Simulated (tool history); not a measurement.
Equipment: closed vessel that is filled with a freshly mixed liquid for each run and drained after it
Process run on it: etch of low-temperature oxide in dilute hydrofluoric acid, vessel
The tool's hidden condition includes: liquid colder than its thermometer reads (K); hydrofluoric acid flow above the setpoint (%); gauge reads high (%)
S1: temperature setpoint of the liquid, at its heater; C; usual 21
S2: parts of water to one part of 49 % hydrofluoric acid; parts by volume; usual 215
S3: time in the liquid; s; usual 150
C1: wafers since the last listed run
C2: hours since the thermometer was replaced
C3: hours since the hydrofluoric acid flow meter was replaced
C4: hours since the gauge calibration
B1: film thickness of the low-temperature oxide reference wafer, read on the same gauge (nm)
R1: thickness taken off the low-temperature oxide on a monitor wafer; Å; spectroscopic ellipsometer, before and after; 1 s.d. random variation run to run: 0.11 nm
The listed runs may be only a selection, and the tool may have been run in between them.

| run | hour | S1 | S2 | S3 | C1 | C2 | C3 | C4 | B1 | R1 |
|---|---|---|---|---|---|---|---|---|---|---|
| 1 | 0 | 21 | 215 | 150 | 0 | 1689.5 | 130.2 | 269.1 | 130.02 | 144.6 |
| 2 | 14.7 | 21 | 215 | 150 | 1621 | 1704.2 | 144.9 | 283.8 | 130 | 144.3 |
| 3 | 45.8 | 21 | 215 | 150 | 3430 | 1735.3 | 176 | 314.9 | 129.99 | 145.8 |
| 4 | 63.6 | 21 | 215 | 150 | 1963 | 1753.1 | 193.8 | 332.7 | 130 | 144.4 |
|  | 90.7 | gauge calibrated |
| 5 | 160.2 | 21 | 215 | 150 | 10655 | 1849.7 | 290.4 | 69.5 | 130.01 | 143.7 |
| 6 | 193.5 | 21 | 215 | 150 | 3673 | 1883 | 323.7 | 102.8 | 130 | 145 |
| 7 | 210.5 | 21 | 215 | 150 | 1875 | 1900 | 340.7 | 119.8 | 129.99 | 147.2 |
| 8 | 234.5 | 24 | 215 | 150 | 2647 | 1924 | 364.7 | 143.8 | 130.01 | 165.2 |
| 9 | 251.8 | 24 | 215 | 150 | 1908 | 1941.3 | 382 | 161.1 | 130.01 | 164.5 |
|  | 268.2 | thermometer replaced |
| 10 | 270.4 | 24 | 215 | 150 | 1941 | 2.2 | 400.6 | 179.7 | 129.99 | 183.2 |
| 11 | 298.2 | 18.5 | 130 | 150 | 3066 | 30 | 428.4 | 207.5 | 129.99 | 267.4 |
| 12 | 321.4 | 18.5 | 130 | 150 | 2559 | 53.2 | 451.6 | 230.7 | 130 | 268.6 |
| 13 | 354.5 | 21 | 215 | 195 | 3651 | 86.3 | 484.7 | 263.8 | 129.99 | 215.7 |
| 14 | 379.8 | 21 | 215 | 150 | 2790 | 111.6 | 510 | 289.1 | 129.98 | 165.1 |
| 15 | 399.8 | 21 | 215 | 115 | 2206 | 131.6 | 530 | 309.1 | 129.98 | 127.4 |
|  | 416.1 | hydrofluoric acid flow meter replaced |
| 16 | 426.2 | 23.5 | 215 | 215 | 2801 | 158 | 10.1 | 335.5 | 130.02 | 244 |
| 17 | 458.8 | 21 | 215 | 150 | 3595 | 190.6 | 42.7 | 368.1 | 130 | 154.4 |
|  | 466.6 | gauge calibrated |
| 18 | 528.9 | 21 | 215 | 150 | 7732 | 260.7 | 112.8 | 62.3 | 130 | 157.5 |
| 19 | 545.1 | 23.5 | 120 | 80 | 1786 | 276.9 | 129 | 78.5 | 130.01 | 182.3 |
| 20 | 567.4 | 21 | 215 | 150 | 2459 | 299.2 | 151.3 | 100.8 | 130 | 157.6 |
| 21 | 632.1 | 22.5 | 320 | 120 | 7136 | 363.9 | 216 | 165.5 | 130.01 | 81.5 |
| 22 | 665 | 25 | 215 | 95 | 3628 | 396.8 | 248.9 | 198.4 | 130 | 115.4 |
| 23 | 692.2 | 21 | 155 | 185 | 3000 | 424 | 276.1 | 225.6 | 130.01 | 286.2 |
| 24 | 715.6 | 21 | 265 | 150 | 2581 | 447.4 | 299.5 | 249 | 130 | 123.9 |

Give the tool's hidden conditions for every run:
gauge reads high (%): 0 in every run
H1: liquid colder than its thermometer reads (K)
H2: hydrofluoric acid flow above the setpoint (%)
| run | H1 | H2 |
|---|---|---|
| 1 | 2.73 | 2.03 |
| 2 | 2.75 | 2.19 |
| 3 | 2.79 | 2.52 |
| 4 | 2.82 | 2.71 |
| 5 | 2.96 | 3.74 |
| 6 | 3.01 | 4.09 |
| 7 | 3.03 | 4.28 |
| 8 | 3.06 | 4.53 |
| 9 | 3.09 | 4.72 |
| 10 | 0.0779 | 4.91 |
| 11 | 0.118 | 5.21 |
| 12 | 0.151 | 5.46 |
| 13 | 0.198 | 5.81 |
| 14 | 0.234 | 6.08 |
| 15 | 0.263 | 6.29 |
| 16 | 0.3 | 0.844 |
| 17 | 0.347 | 1.19 |
| 18 | 0.447 | 1.94 |
| 19 | 0.47 | 2.11 |
| 20 | 0.502 | 2.35 |
| 21 | 0.595 | 3.04 |
| 22 | 0.642 | 3.39 |
| 23 | 0.68 | 3.68 |
| 24 | 0.714 | 3.93 |
